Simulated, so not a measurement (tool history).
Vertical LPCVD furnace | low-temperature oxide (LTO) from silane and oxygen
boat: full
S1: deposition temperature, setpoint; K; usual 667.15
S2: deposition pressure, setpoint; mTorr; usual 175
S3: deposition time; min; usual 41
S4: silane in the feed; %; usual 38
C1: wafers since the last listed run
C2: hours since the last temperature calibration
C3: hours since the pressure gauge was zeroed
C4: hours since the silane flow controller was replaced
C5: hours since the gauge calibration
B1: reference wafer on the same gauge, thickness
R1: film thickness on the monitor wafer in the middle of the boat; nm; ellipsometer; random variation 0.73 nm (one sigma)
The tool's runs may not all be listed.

run 1 hour=0 | S1=667.15 S2=175 S3=41 S4=43 | C1=0 C2=2171.7 C3=1834.5 C4=4729.1 C5=215.9 | B1=276.64 | R1=309.06
run 2 hour=14.5 | S1=667.15 S2=175 S3=41 S4=43 | C1=197 C2=2186.2 C3=1849 C4=4743.6 C5=230.4 | B1=276.7 | R1=307.74
run 3 hour=39.4 | S1=673.15 S2=175 S3=41 S4=38 | C1=338 C2=2211.1 C3=1873.9 C4=4768.5 C5=255.3 | B1=276.72 | R1=284.06
run 4 hour=62.3 | S1=667.15 S2=175 S3=41 S4=38 | C1=311 C2=2234 C3=1896.8 C4=4791.4 C5=278.2 | B1=276.9 | R1=265.53
run 5 hour=90.6 | S1=667.15 S2=175 S3=41 S4=38 | C1=385 C2=2262.3 C3=1925.1 C4=4819.7 C5=306.5 | B1=276.99 | R1=266.89
run 6 hour=107 | S1=667.15 S2=175 S3=37 S4=38 | C1=223 C2=2278.7 C3=1941.5 C4=4836.1 C5=322.9 | B1=277.08 | R1=240.05
run 7 hour=127.8 | S1=667.15 S2=175 S3=41 S4=38 | C1=282 C2=2299.5 C3=1962.3 C4=4856.9 C5=343.7 | B1=277.5 | R1=267.24
run 8 hour=141.7 | S1=667.15 S2=175 S3=41 S4=38 | C1=189 C2=2313.4 C3=1976.2 C4=4870.8 C5=357.6 | B1=277.14 | R1=267.55
run 9 hour=156.9 | S1=667.15 S2=175 S3=41 S4=38 | C1=206 C2=2328.6 C3=1991.4 C4=4886 C5=372.8 | B1=277.68 | R1=266.93
run 10 hour=185.9 | S1=667.15 S2=155 S3=41 S4=38 | C1=394 C2=2357.6 C3=2020.4 C4=4915 C5=401.8 | B1=277.7 | R1=236.29
run 11 hour=202.1 | S1=667.15 S2=155 S3=41 S4=38 | C1=220 C2=2373.8 C3=2036.6 C4=4931.2 C5=418 | B1=278.46 | R1=235.41
run 12 hour=236.5 | S1=667.15 S2=155 S3=41 S4=38 | C1=467 C2=2408.2 C3=2071 C4=4965.6 C5=452.4 | B1=278.04 | R1=237.53
run 13 hour=251 | S1=667.15 S2=175 S3=41 S4=36 | C1=197 C2=2422.7 C3=2085.5 C4=4980.1 C5=466.9 | B1=278.41 | R1=249.37
-- hour=300.4 thermocouples replaced and temperature profile calibrated
run 14 hour=300.9 | S1=667.15 S2=175 S3=27 S4=44 | C1=352 C2=0.5 C3=2135.4 C4=5030 C5=516.8 | B1=279.46 | R1=209.67
run 15 hour=308 | S1=667.15 S2=175 S3=41 S4=43 | C1=96 C2=7.6 C3=2142.5 C4=5037.1 C5=523.9 | B1=279.01 | R1=310.56
run 16 hour=340 | S1=677.15 S2=175 S3=41 S4=35 | C1=435 C2=39.6 C3=2174.5 C4=5069.1 C5=555.9 | B1=279.05 | R1=271.19

Forecast run 17:
-- hour=378.5 silane flow controller replaced
run 17 hour=379 | S1=667.15 S2=145 S3=51.5 S4=38 | C1=204 C2=78.6 C3=2213.5 C4=0.5 C5=594.9 | B1=? | R1=?

{"run 17": {"B1": 279.78, "R1": 280.13}}
Without the tool's hidden state the same run would have given R1 276.25 nm.
